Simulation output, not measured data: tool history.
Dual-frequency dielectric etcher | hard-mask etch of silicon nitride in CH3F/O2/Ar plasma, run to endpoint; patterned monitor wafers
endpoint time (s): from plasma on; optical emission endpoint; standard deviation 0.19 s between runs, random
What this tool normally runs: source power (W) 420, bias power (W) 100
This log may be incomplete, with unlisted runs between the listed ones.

| run | day | source power (W) | bias power (W) | incoming incoming film thickness, nm | endpoint time (s) |
|---|---|---|---|---|---|
| 1 | 0.000 | 470 | 119 | 27.40 | 29.3 |
| 2 | 0.267 | 470 | 119 | 27.38 | 29.3 |
| 3 | 0.896 | 470 | 119 | 27.17 | 29.0 |
| 4 | 1.638 | 420 | 100 | 27.44 | 34.2 |
| 5 | 1.971 | 420 | 100 | 27.31 | 34.2 |
| 6 | 2.667 | 420 | 100 | 26.74 | 33.0 |
| 7 | 3.138 | 420 | 100 | 27.46 | 34.8 |
| 8 | 3.425 | 420 | 100 | 27.39 | 34.3 |
| 9 | 3.892 | 420 | 100 | 27.34 | 34.3 |
| 10 | 4.329 | 420 | 100 | 27.38 | 33.8 |
|  | 5.367 | wet clean of the chamber |
| 11 | 5.388 | 420 | 100 | 27.23 | 35.3 |
| 12 | 5.400 | 420 | 100 | 27.00 | 34.9 |
|  | 6.704 | upper electrode replaced, of another model than before |
| 13 | 6.725 | 420 | 100 | 27.11 | 35.2 |
| 14 | 6.738 | 390 | 90 | 27.13 | 41.5 |
| 15 | 7.062 | 350 | 121 | 27.36 | 37.7 |
| 16 | 7.550 | 360 | 118 | 27.27 | 36.8 |
| 17 | 7.888 | 450 | 100 | 27.24 | 33.2 |
| 18 | 8.412 | 350 | 121 | 27.09 | 37.6 |
| 19 | 8.688 | 420 | 92 | 27.29 | 38.0 |
|  | 8.904 | source power generator calibrated |
| 20 | 8.983 | 350 | 110 | 27.15 | 40.1 |
| 21 | 9.321 | 420 | 100 | 27.04 | 34.9 |
| 22 | 9.758 | 320 | 107 | 26.96 | 47.7 |
|  | 10.396 | bias power generator calibrated |
| 23 | 10.746 | 500 | 122 | 27.02 | 25.7 |
| 24 | 11.121 | 330 | 90 | 27.26 | 52.7 |
| 25 | 11.742 | 380 | 107 | 27.20 | 36.7 |
| 26 | 12.388 | 420 | 100 | 27.31 | 35.3 |
| 27 | 12.896 | 420 | 109 | 27.38 | 32.6 |
| 28 | 13.629 | 490 | 113 | 27.10 | 27.5 |

4 options for the next run, each taken on its own from the tool as it stands now. Forecast them:
| A | 13.646 | 390 | 100 | 27.15 | ? |
| B | 13.646 | 380 | 124 | 27.15 | ? |
| C | 13.646 | 420 | 115 | 27.15 | ? |
| D | 13.646 | 490 | 124 | 27.15 | ? |

| run | endpoint time (s) |
|---|---|
| A | 37.4 |
| B | 32.7 |
| C | 31.1 |
| D | 25.8 |
Stripped of hidden state, with their random variation kept, the same runs would have yielded:
| run | endpoint time (s) |
|---|---|
| A | 38.2 |
| B | 33.4 |
| C | 31.7 |
| D | 26.3 |
